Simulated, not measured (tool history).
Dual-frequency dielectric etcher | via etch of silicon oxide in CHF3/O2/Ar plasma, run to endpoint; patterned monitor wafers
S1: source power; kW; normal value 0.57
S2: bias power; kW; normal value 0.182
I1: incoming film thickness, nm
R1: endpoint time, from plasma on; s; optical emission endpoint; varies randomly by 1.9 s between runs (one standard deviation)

run   hour    S1     S2     I1     R1
  1      0  0.54  0.182  792.8  394.5
  2   31.4  0.54  0.182  788.3  391.4
  3   65.2  0.57  0.182  780.5  383.9
  4  148.7  0.57  0.182  786.1  389.9
  5  193.6  0.57  0.182  787.4  394.1
  6  245.2  0.57  0.182    783  392.2
  7  314.7  0.57  0.182  781.6  392.9
  8  358.6  0.61  0.182  781.7  386.1
     396.3  -- wet clean of the chamber
  9    429  0.57  0.182  792.2  380.9
     470.2  -- upper electrode replaced
 10  470.7  0.57  0.182  789.7  383.5
     490.2  -- bias power generator calibrated
 11  511.9  0.57  0.182    789  384.7
 12    574  0.57  0.182  799.2  391.4
 13  624.5  0.53  0.159  780.4  406.7
 14  663.2  0.57    0.2  789.9  380.3
 15    802  0.57  0.182  791.2  398.9
 16  839.3  0.65  0.182  786.8  375.5

Forecast run 17:
     878.3  -- source power generator calibrated
 17  882.6  0.65  0.227  785.1   ?

Run 17 gave R1 364.9 s.
Minus the tool's unlogged condition, the same run would have read R1 343.7 s.
